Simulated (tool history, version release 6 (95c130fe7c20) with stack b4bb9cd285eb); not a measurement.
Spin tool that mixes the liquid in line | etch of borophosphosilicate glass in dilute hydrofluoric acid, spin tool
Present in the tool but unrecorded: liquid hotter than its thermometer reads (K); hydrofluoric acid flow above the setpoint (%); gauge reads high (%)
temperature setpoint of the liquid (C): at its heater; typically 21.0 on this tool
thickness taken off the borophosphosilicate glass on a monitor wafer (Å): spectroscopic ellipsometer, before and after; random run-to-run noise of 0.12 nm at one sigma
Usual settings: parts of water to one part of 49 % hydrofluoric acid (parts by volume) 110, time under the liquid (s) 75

run,day,temperature setpoint of the liquid (C),parts of water to one part of 49 % hydrofluoric acid (parts by volume),time under the liquid (s),wafers since the last listed run,hours since the thermometer was replaced,hours since the hydrofluoric acid flow meter was replaced,hours since the gauge calibration,"read-back film thickness of the borophosphosilicate glass reference wafer, read on the same gauge (nm)",thickness taken off the borophosphosilicate glass on a monitor wafer (Å)
1,0.000,21.0,110,85,0,232.4,120.4,1809.9,150.02,198.0
2,2.029,21.0,110,85,614,281.1,169.1,1858.6,150.03,200.7
3,4.050,21.0,100,75,612,329.6,217.6,1907.1,150.00,198.8
# day 10.617: thermometer replaced
4,11.042,21.0,110,75,2104,10.2,385.4,2074.9,149.98,168.3
5,12.796,21.0,110,75,531,52.3,427.5,2117.0,149.98,168.7
6,15.125,21.0,110,75,705,108.2,483.4,2172.9,150.04,172.0
7,17.067,21.0,110,50,588,154.8,530.0,2219.5,149.99,115.3
8,19.962,21.0,110,50,877,224.3,599.5,2289.0,150.02,115.5
9,22.212,21.0,110,75,681,278.3,653.5,2343.0,149.94,175.6
10,24.304,21.0,110,75,633,328.5,703.7,2393.2,150.01,177.1
11,26.121,21.0,70,90,550,372.1,747.3,2436.8,149.95,355.7
12,29.000,26.0,90,45,872,441.2,816.4,2505.9,149.99,164.2
# day 30.783: thermometer replaced
# day 31.171: hydrofluoric acid flow meter replaced
13,31.229,21.0,110,75,649,10.7,1.4,2559.4,149.97,168.7
14,33.042,25.5,135,75,548,54.2,44.9,2602.9,150.03,163.0
15,35.721,21.0,110,50,811,118.5,109.2,2667.2,150.01,113.8
16,38.483,21.0,90,75,836,184.8,175.5,2733.5,150.00,216.2
17,39.708,21.0,110,75,371,214.2,204.9,2762.9,150.00,172.8
18,41.938,21.0,110,75,675,267.7,258.4,2816.4,150.03,175.4
19,43.079,21.0,110,75,345,295.1,285.8,2843.8,150.00,176.7
20,44.850,17.5,110,75,536,337.6,328.3,2886.3,150.02,155.4
21,47.762,23.0,110,75,882,407.5,398.2,2956.2,149.96,194.7
22,49.721,21.0,110,75,593,454.5,445.2,3003.2,150.02,179.1
# day 51.038: thermometer replaced
# day 51.392: gauge calibrated
23,52.512,17.5,130,110,832,35.4,512.2,26.9,150.01,180.2
24,55.167,19.5,95,110,803,99.1,575.9,90.6,150.03,280.4
25,57.850,21.0,110,110,812,163.5,640.3,155.0,149.98,253.9
26,60.567,18.0,140,110,822,228.7,705.5,220.2,149.99,173.4
27,61.583,18.0,110,75,307,253.1,729.9,244.6,149.96,154.8
28,63.208,21.0,70,60,492,292.1,768.9,283.6,149.99,232.2
# day 67.475: hydrofluoric acid flow meter replaced
29,69.996,21.0,110,75,2043,455.0,60.5,446.5,149.99,183.2
30,71.929,19.0,110,30,585,501.4,106.9,492.9,149.98,68.1
# day 72.571: thermometer replaced
31,73.004,17.5,65,40,312,10.4,132.7,518.7,149.96,139.9
32,75.783,19.5,155,75,841,77.1,199.4,585.4,149.99,108.8
33,77.862,25.5,125,75,629,127.0,249.3,635.3,150.02,176.5

What the log doesn't show, run by run:
hydrofluoric acid flow above the setpoint (%): 0 on each run
gauge reads high (%): 0 on each run
H1: liquid hotter than its thermometer reads (K)
run,H1
1,1.05
2,1.23
3,1.39
4,0.0903
5,0.237
6,0.433
7,0.596
8,0.838
9,1.03
10,1.2
11,1.35
12,1.6
13,0.115
14,0.267
15,0.492
16,0.724
17,0.826
18,1.01
19,1.11
20,1.26
21,1.5
22,1.67
23,0.355
24,0.577
25,0.802
26,1.03
27,1.12
28,1.25
29,1.82
30,1.98
31,0.247
32,0.48
33,0.654

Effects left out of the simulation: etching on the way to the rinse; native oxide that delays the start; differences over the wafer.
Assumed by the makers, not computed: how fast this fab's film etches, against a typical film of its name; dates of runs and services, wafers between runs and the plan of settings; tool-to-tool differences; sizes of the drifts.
